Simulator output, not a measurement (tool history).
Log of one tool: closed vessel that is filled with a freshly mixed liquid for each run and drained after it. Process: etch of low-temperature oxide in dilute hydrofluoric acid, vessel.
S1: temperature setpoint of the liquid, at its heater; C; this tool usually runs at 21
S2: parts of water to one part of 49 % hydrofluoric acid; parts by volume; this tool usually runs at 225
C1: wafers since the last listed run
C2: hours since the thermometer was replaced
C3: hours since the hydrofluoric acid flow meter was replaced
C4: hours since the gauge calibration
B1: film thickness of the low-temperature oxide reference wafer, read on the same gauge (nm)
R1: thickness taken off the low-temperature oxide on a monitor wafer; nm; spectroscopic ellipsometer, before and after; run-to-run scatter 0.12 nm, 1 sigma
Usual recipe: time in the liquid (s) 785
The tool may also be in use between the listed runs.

Run 1, hour 0: usual settings; C1 0; C2 2308.3; C3 367; C4 329.5; B1 150. Result: R1 27.84 nm.
Run 2, hour 13.1: usual settings; C1 506; C2 2321.4; C3 380.1; C4 342.6; B1 150.02. Result: R1 27.75 nm.
Run 3, hour 26.2: usual settings but time in the liquid (s) 515; C1 506; C2 2334.5; C3 393.2; C4 355.7; B1 150. Result: R1 18.32 nm.
At hour 35: thermometer replaced.
Run 4, hour 37.8: usual settings but time in the liquid (s) 515; C1 409; C2 2.8; C3 404.8; C4 367.3; B1 150. Result: R1 16.8 nm.
Run 5, hour 49.9: usual settings; C1 467; C2 14.9; C3 416.9; C4 379.4; B1 150.01. Result: R1 25.45 nm.
Run 6, hour 63.9: usual settings; C1 541; C2 28.9; C3 430.9; C4 393.4; B1 149.99. Result: R1 25.16 nm.
At hour 70.4: gauge calibrated.
At hour 72.1: hydrofluoric acid flow meter replaced.
Run 7, hour 76.2: usual settings but S2 150 parts by volume; C1 436; C2 41.2; C3 4.1; C4 5.8; B1 149.99. Result: R1 41.21 nm.
Run 8, hour 88.2: usual settings but S2 150 parts by volume; C1 463; C2 53.2; C3 16.1; C4 17.8; B1 150. Result: R1 41.2 nm.
Run 9, hour 101.1: usual settings but S1 17.5 C, S2 185 parts by volume, time in the liquid (s) 1180; C1 498; C2 66.1; C3 29; C4 30.7; B1 150. Result: R1 42.32 nm.
Run 10, hour 115.1: usual settings but S2 160 parts by volume; C1 541; C2 80.1; C3 43; C4 44.7; B1 150. Result: R1 38.23 nm.
Run 11, hour 130.1: usual settings but S1 24 C, S2 180 parts by volume, time in the liquid (s) 1100; C1 579; C2 95.1; C3 58; C4 59.7; B1 150.01. Result: R1 52.33 nm.
Run 12, hour 146.5: usual settings but time in the liquid (s) 1065; C1 633; C2 111.5; C3 74.4; C4 76.1; B1 150. Result: R1 34.41 nm.
Run 13, hour 153.2: usual settings but S2 175 parts by volume, time in the liquid (s) 345; C1 259; C2 118.2; C3 81.1; C4 82.8; B1 150.02. Result: R1 15.24 nm.
Run 14, hour 166.3: usual settings; C1 506; C2 131.3; C3 94.2; C4 95.9; B1 150.02. Result: R1 25.54 nm.
Run 15, hour 175.2: usual settings but time in the liquid (s) 545; C1 344; C2 140.2; C3 103.1; C4 104.8; B1 150.01. Result: R1 17.69 nm.
Run 16, hour 182.8: usual settings; C1 293; C2 147.8; C3 110.7; C4 112.4; B1 150.01. Result: R1 25.35 nm.
Run 17, hour 198.6: usual settings but S1 24.5 C, S2 150 parts by volume, time in the liquid (s) 1105; C1 610; C2 163.6; C3 126.5; C4 128.2; B1 149.98. Result: R1 66.38 nm.
Run 18, hour 207.3: usual settings but S2 325 parts by volume; C1 336; C2 172.3; C3 135.2; C4 136.9; B1 150.01. Result: R1 15.9 nm.
Run 19, hour 224.2: usual settings; C1 653; C2 189.2; C3 152.1; C4 153.8; B1 150. Result: R1 25.68 nm.
Run 20, hour 241: usual settings but S2 315 parts by volume, time in the liquid (s) 1030; C1 649; C2 206; C3 168.9; C4 170.6; B1 150.02. Result: R1 21.99 nm.
Run 21, hour 247.5: usual settings but S1 18.5 C, S2 190 parts by volume, time in the liquid (s) 1190; C1 251; C2 212.5; C3 175.4; C4 177.1; B1 149.99. Result: R1 43.05 nm.
Run 22, hour 301.2: usual settings but S1 19 C, time in the liquid (s) 415; C1 2075; C2 266.2; C3 229.1; C4 230.8; B1 150. Result: R1 12.51 nm.
Run 23, hour 317.4: usual settings but S1 17 C, S2 165 parts by volume, time in the liquid (s) 565; C1 626; C2 282.4; C3 245.3; C4 247; B1 150. Result: R1 22.86 nm.
Run 24, hour 335.1: usual settings but time in the liquid (s) 320; C1 684; C2 300.1; C3 263; C4 264.7; B1 149.99. Result: R1 10.49 nm.
Run 25, hour 341.8: usual settings; C1 259; C2 306.8; C3 269.7; C4 271.4; B1 150. Result: R1 25.49 nm.
Run 26, hour 357.1: usual settings but S1 18.5 C, time in the liquid (s) 905; C1 591; C2 322.1; C3 285; C4 286.7; B1 149.98. Result: R1 27.14 nm.
Run 27, hour 367.1: usual settings but time in the liquid (s) 490; C1 386; C2 332.1; C3 295; C4 296.7; B1 149.99. Result: R1 16.23 nm.
Run 28, hour 378.5: usual settings; C1 440; C2 343.5; C3 306.4; C4 308.1; B1 150. Result: R1 25.81 nm.
Run 29, hour 389.6: usual settings but S1 25 C, S2 130 parts by volume, time in the liquid (s) 550; C1 429; C2 354.6; C3 317.5; C4 319.2; B1 150.02. Result: R1 40.37 nm.
Run 30, hour 396.7: usual settings but S1 22.5 C, S2 190 parts by volume, time in the liquid (s) 460; C1 274; C2 361.7; C3 324.6; C4 326.3; B1 150.01. Result: R1 19.68 nm.
Run 31, hour 407.9: usual settings but time in the liquid (s) 400; C1 432; C2 372.9; C3 335.8; C4 337.5; B1 150. Result: R1 13.15 nm.
At hour 408.4: gauge calibrated.
Run 32, hour 422.3: usual settings but S1 18.5 C, S2 260 parts by volume; C1 556; C2 387.3; C3 350.2; C4 13.9; B1 150. Result: R1 19.53 nm.
Run 33, hour 433.9: usual settings but S1 24.5 C, S2 145 parts by volume; C1 448; C2 398.9; C3 361.8; C4 25.5; B1 150.01. Result: R1 49.41 nm.

The same runs without the tool's hidden state, with the same run-to-run variation:
The hidden state here: liquid hotter than its thermometer reads (K); hydrofluoric acid flow above the setpoint (%); gauge reads high (%).
run     R1
  1  24.82
  2  24.73
  3  16.32
  4  16.56
  5  25.09
  6  24.78
  7  40.55
  8  40.51
  9  41.58
 10  37.55
 11   51.4
 12  33.77
 13  14.94
 14  25.04
 15  17.34
 16  24.84
 17  64.99
 18  15.58
 19  25.11
 20  21.52
 21  42.01
 22  12.18
 23  22.22
 24  10.21
 25  24.79
 26  26.35
 27  15.77
 28  25.07
 29  39.15
 30  19.09
 31  12.75
 32  18.92
 33  47.84
